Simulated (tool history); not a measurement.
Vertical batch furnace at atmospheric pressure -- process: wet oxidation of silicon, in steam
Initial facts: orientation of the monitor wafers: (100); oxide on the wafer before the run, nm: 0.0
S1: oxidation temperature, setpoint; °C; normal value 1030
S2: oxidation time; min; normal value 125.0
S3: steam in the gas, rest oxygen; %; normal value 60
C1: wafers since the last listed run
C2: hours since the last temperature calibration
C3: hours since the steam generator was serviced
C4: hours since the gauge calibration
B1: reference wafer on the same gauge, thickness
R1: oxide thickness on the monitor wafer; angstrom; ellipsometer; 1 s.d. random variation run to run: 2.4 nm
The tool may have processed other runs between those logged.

{"run": 1, "hour": 0.0, "S1": 1030, "S2": 125.0, "S3": 60, "C1": 0, "C2": 3703.5, "C3": 2481.6, "C4": 1403.0, "B1": 544.06, "R1": 6009.0}
{"run": 2, "hour": 57.0, "S1": 1030, "S2": 125.0, "S3": 60, "C1": 515, "C2": 3760.5, "C3": 2538.6, "C4": 1460.0, "B1": 544.12, "R1": 6026.4}
{"run": 3, "hour": 105.2, "S1": 1030, "S2": 125.0, "S3": 60, "C1": 436, "C2": 3808.7, "C3": 2586.8, "C4": 1508.2, "B1": 543.46, "R1": 6022.8}
{"run": 4, "hour": 164.1, "S1": 1030, "S2": 125.0, "S3": 60, "C1": 532, "C2": 3867.6, "C3": 2645.7, "C4": 1567.1, "B1": 544.34, "R1": 5977.7}
{"run": 5, "hour": 215.7, "S1": 1030, "S2": 166.0, "S3": 60, "C1": 466, "C2": 3919.2, "C3": 2697.3, "C4": 1618.7, "B1": 544.02, "R1": 7128.0}
{"run": 6, "hour": 269.5, "S1": 1030, "S2": 166.0, "S3": 60, "C1": 486, "C2": 3973.0, "C3": 2751.1, "C4": 1672.5, "B1": 544.23, "R1": 7116.0}
{"run": 7, "hour": 315.2, "S1": 1014, "S2": 125.0, "S3": 67, "C1": 413, "C2": 4018.7, "C3": 2796.8, "C4": 1718.2, "B1": 543.72, "R1": 5824.4}
{"run": 8, "hour": 364.6, "S1": 1014, "S2": 125.0, "S3": 67, "C1": 446, "C2": 4068.1, "C3": 2846.2, "C4": 1767.6, "B1": 544.04, "R1": 5871.7}
{"run": 9, "hour": 417.6, "S1": 1014, "S2": 125.0, "S3": 67, "C1": 479, "C2": 4121.1, "C3": 2899.2, "C4": 1820.6, "B1": 543.93, "R1": 5868.0}
{"run": 10, "hour": 479.8, "S1": 1030, "S2": 125.0, "S3": 60, "C1": 562, "C2": 4183.3, "C3": 2961.4, "C4": 1882.8, "B1": 543.71, "R1": 5983.8}
{"run": 11, "hour": 539.3, "S1": 1030, "S2": 125.0, "S3": 60, "C1": 538, "C2": 4242.8, "C3": 3020.9, "C4": 1942.3, "B1": 544.36, "R1": 6019.4}
{"hour": 541.1, "done": "gauge calibrated"}
{"hour": 610.3, "done": "thermocouples replaced and temperature profile calibrated"}
{"run": 12, "hour": 679.1, "S1": 1030, "S2": 125.0, "S3": 60, "C1": 1047, "C2": 68.8, "C3": 3160.7, "C4": 138.0, "B1": 544.46, "R1": 5985.0}
{"run": 13, "hour": 783.8, "S1": 1030, "S2": 139.0, "S3": 60, "C1": 947, "C2": 173.5, "C3": 3265.4, "C4": 242.7, "B1": 544.73, "R1": 6424.9}
{"run": 14, "hour": 841.6, "S1": 1030, "S2": 139.0, "S3": 60, "C1": 522, "C2": 231.3, "C3": 3323.2, "C4": 300.5, "B1": 544.04, "R1": 6403.7}
{"run": 15, "hour": 900.4, "S1": 1030, "S2": 125.0, "S3": 60, "C1": 531, "C2": 290.1, "C3": 3382.0, "C4": 359.3, "B1": 543.42, "R1": 5999.2}
{"run": 16, "hour": 928.1, "S1": 1030, "S2": 125.0, "S3": 54, "C1": 250, "C2": 317.8, "C3": 3409.7, "C4": 387.0, "B1": 543.78, "R1": 5640.0}
{"run": 17, "hour": 979.0, "S1": 1012, "S2": 125.0, "S3": 60, "C1": 460, "C2": 368.7, "C3": 3460.6, "C4": 437.9, "B1": 544.22, "R1": 5341.4}
{"run": 18, "hour": 1023.3, "S1": 1051, "S2": 77.5, "S3": 64, "C1": 400, "C2": 413.0, "C3": 3504.9, "C4": 482.2, "B1": 544.18, "R1": 5191.3}
{"hour": 1066.8, "done": "steam generator serviced"}
{"run": 19, "hour": 1078.9, "S1": 1030, "S2": 179.0, "S3": 54, "C1": 285, "C2": 468.6, "C3": 12.1, "C4": 537.8, "B1": 543.08, "R1": 7347.2}
{"run": 20, "hour": 1131.8, "S1": 1030, "S2": 158.0, "S3": 60, "C1": 478, "C2": 521.5, "C3": 65.0, "C4": 590.7, "B1": 544.17, "R1": 7248.0}
{"run": 21, "hour": 1164.6, "S1": 1022, "S2": 71.5, "S3": 60, "C1": 296, "C2": 554.3, "C3": 97.8, "C4": 623.5, "B1": 544.04, "R1": 4191.8}
{"run": 22, "hour": 1224.3, "S1": 1047, "S2": 81.5, "S3": 68, "C1": 540, "C2": 614.0, "C3": 157.5, "C4": 683.2, "B1": 543.75, "R1": 5708.0}
{"run": 23, "hour": 1287.0, "S1": 1030, "S2": 125.0, "S3": 60, "C1": 567, "C2": 676.7, "C3": 220.2, "C4": 745.9, "B1": 544.22, "R1": 6282.6}
{"run": 24, "hour": 1374.7, "S1": 1045, "S2": 79.5, "S3": 69, "C1": 793, "C2": 764.4, "C3": 307.9, "C4": 833.6, "B1": 543.54, "R1": 5536.6}
{"run": 25, "hour": 1433.5, "S1": 1030, "S2": 125.0, "S3": 60, "C1": 531, "C2": 823.2, "C3": 366.7, "C4": 892.4, "B1": 544.04, "R1": 6201.0}
{"run": 26, "hour": 1496.6, "S1": 1030, "S2": 179.0, "S3": 54, "C1": 570, "C2": 886.3, "C3": 429.8, "C4": 955.5, "B1": 543.79, "R1": 7232.6}
{"run": 27, "hour": 1576.0, "S1": 1030, "S2": 125.0, "S3": 60, "C1": 718, "C2": 965.7, "C3": 509.2, "C4": 1034.9, "B1": 543.54, "R1": 6150.5}
{"run": 28, "hour": 1673.0, "S1": 1009, "S2": 64.0, "S3": 68, "C1": 877, "C2": 1062.7, "C3": 606.2, "C4": 1131.9, "B1": 544.52, "R1": 3776.6}

4 options for the next run, each taken on its own from the tool as it stands now. Forecast them:
{"run": "A", "hour": 1678.8, "S1": 1030, "S2": 125.0, "S3": 60, "C1": 52, "C2": 1068.5, "C3": 612.0, "C4": 1137.7, "B1": "?", "R1": "?"}
{"run": "B", "hour": 1678.8, "S1": 1043, "S2": 86.0, "S3": 60, "C1": 52, "C2": 1068.5, "C3": 612.0, "C4": 1137.7, "B1": "?", "R1": "?"}
{"run": "C", "hour": 1678.8, "S1": 1030, "S2": 146.0, "S3": 56, "C1": 52, "C2": 1068.5, "C3": 612.0, "C4": 1137.7, "B1": "?", "R1": "?"}
{"run": "D", "hour": 1678.8, "S1": 1030, "S2": 125.0, "S3": 67, "C1": 52, "C2": 1068.5, "C3": 612.0, "C4": 1137.7, "B1": "?", "R1": "?"}

run=A B1=543.77 R1=6127.4
run=B B1=543.77 R1=5222.8
run=C B1=543.77 R1=6462.4
run=D B1=543.77 R1=6558.6
Stripped of hidden state, with their random variation kept, the same runs would have yielded:
run=A R1=6282.0
run=B R1=5355.3
run=C R1=6624.3
run=D R1=6722.5
